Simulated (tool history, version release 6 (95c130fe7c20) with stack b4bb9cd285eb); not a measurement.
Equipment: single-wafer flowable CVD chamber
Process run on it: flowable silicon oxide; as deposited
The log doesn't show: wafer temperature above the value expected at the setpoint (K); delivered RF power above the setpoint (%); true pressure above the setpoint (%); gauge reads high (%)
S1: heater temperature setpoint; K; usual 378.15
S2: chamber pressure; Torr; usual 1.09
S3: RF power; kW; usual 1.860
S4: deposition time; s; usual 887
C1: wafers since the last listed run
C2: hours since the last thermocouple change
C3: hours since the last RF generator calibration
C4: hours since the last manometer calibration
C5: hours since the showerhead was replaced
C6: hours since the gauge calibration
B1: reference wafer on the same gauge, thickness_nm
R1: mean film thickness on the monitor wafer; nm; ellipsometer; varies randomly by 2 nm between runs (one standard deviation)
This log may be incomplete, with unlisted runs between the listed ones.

run	hour	S1	S2	S3	S4	C1	C2	C3	C4	C5	C6	B1	R1
1	0.0	378.15	1.09	1.860	887	0	1524.6	198.4	2051.7	3549.9	618.8	613.779	674.909
2	67.7	378.15	1.09	1.860	887	145	1592.3	266.1	2119.4	3617.6	686.5	614.076	673.426
3	118.0	378.15	1.09	1.860	887	107	1642.6	316.4	2169.7	3667.9	736.8	613.874	674.884
4	150.0	385.15	1.09	1.860	887	68	1674.6	348.4	2201.7	3699.9	768.8	614.040	524.626
# hour 155.4: gauge calibrated
5	219.2	378.15	1.09	1.860	887	148	1743.8	417.6	2270.9	3769.1	63.8	613.675	678.287
6	260.8	378.15	1.09	1.860	887	89	1785.4	459.2	2312.5	3810.7	105.4	613.771	678.469
7	297.9	378.15	1.09	1.860	887	79	1822.5	496.3	2349.6	3847.8	142.5	613.648	680.328
8	330.3	378.15	1.09	1.860	887	69	1854.9	528.7	2382.0	3880.2	174.9	613.918	685.890
9	401.8	372.15	1.09	1.860	887	153	1926.4	600.2	2453.5	3951.7	246.4	613.970	853.919
# hour 429.7: thermocouple changed; heater temperature recalibrated
10	445.0	372.15	1.09	1.860	887	75	15.3	643.4	2496.7	3994.9	289.6	613.869	816.040
# hour 482.7: showerhead replaced
11	486.2	378.15	1.09	2.050	887	71	56.5	684.6	2537.9	3.5	330.8	613.625	666.430
12	539.4	385.15	1.18	2.230	795	114	109.7	737.8	2591.1	56.7	384.0	613.769	507.671
13	603.4	378.15	0.84	2.020	948	137	173.7	801.8	2655.1	120.7	448.0	613.933	551.556
# hour 626.7: capacitance manometer re-zeroed and calibrated
# hour 643.6: RF generator calibrated
14	663.2	378.15	1.09	1.860	887	93	233.5	19.6	36.5	180.5	507.8	614.050	654.327
15	702.0	370.15	1.28	2.180	733	83	272.3	58.4	75.3	219.3	546.6	613.914	880.281
16	732.5	363.15	1.09	1.860	887	65	302.8	88.9	105.8	249.8	577.1	614.094	1135.313
17	780.9	392.15	1.09	1.600	887	103	351.2	137.3	154.2	298.2	625.5	614.098	384.470
18	837.5	378.15	1.29	1.860	950	121	407.8	193.9	210.8	354.8	682.1	614.007	830.067
# hour 862.0: gauge calibrated
19	913.2	385.15	1.09	1.720	887	162	483.5	269.6	286.5	430.5	51.2	614.199	502.823
20	983.3	386.15	1.09	1.860	887	150	553.6	339.7	356.6	500.6	121.3	613.900	497.207
21	1011.0	366.15	1.18	1.860	887	59	581.3	367.4	384.3	528.3	149.0	613.878	1123.872
22	1054.4	378.15	1.09	1.860	887	93	624.7	410.8	427.7	571.7	192.4	614.116	662.586
23	1103.1	371.15	1.23	2.065	1030	104	673.4	459.5	476.4	620.4	241.1	614.124	1148.562

Each row is a separate what-if for the run after 23, all from the same tool condition, not one after another. Results?
A	1103.7	378.15	1.09	1.860	887	1	674.0	460.1	477.0	621.0	241.7	?	?
B	1103.7	384.15	0.93	1.860	815	1	674.0	460.1	477.0	621.0	241.7	?	?
C	1103.7	392.15	1.09	2.210	1021	1	674.0	460.1	477.0	621.0	241.7	?	?
D	1103.7	385.15	1.09	1.860	821	1	674.0	460.1	477.0	621.0	241.7	?	?
E	1103.7	378.15	1.09	2.215	887	1	674.0	460.1	477.0	621.0	241.7	?	?

run	B1	R1
A	613.942	666.285
B	613.942	421.125
C	613.942	484.066
D	613.942	477.874
E	613.942	690.384
Take away the tool's hidden state, keep each run's random variation, and the runs would have read:
run	R1
A	649.998
B	411.429
C	474.303
D	466.935
E	673.508
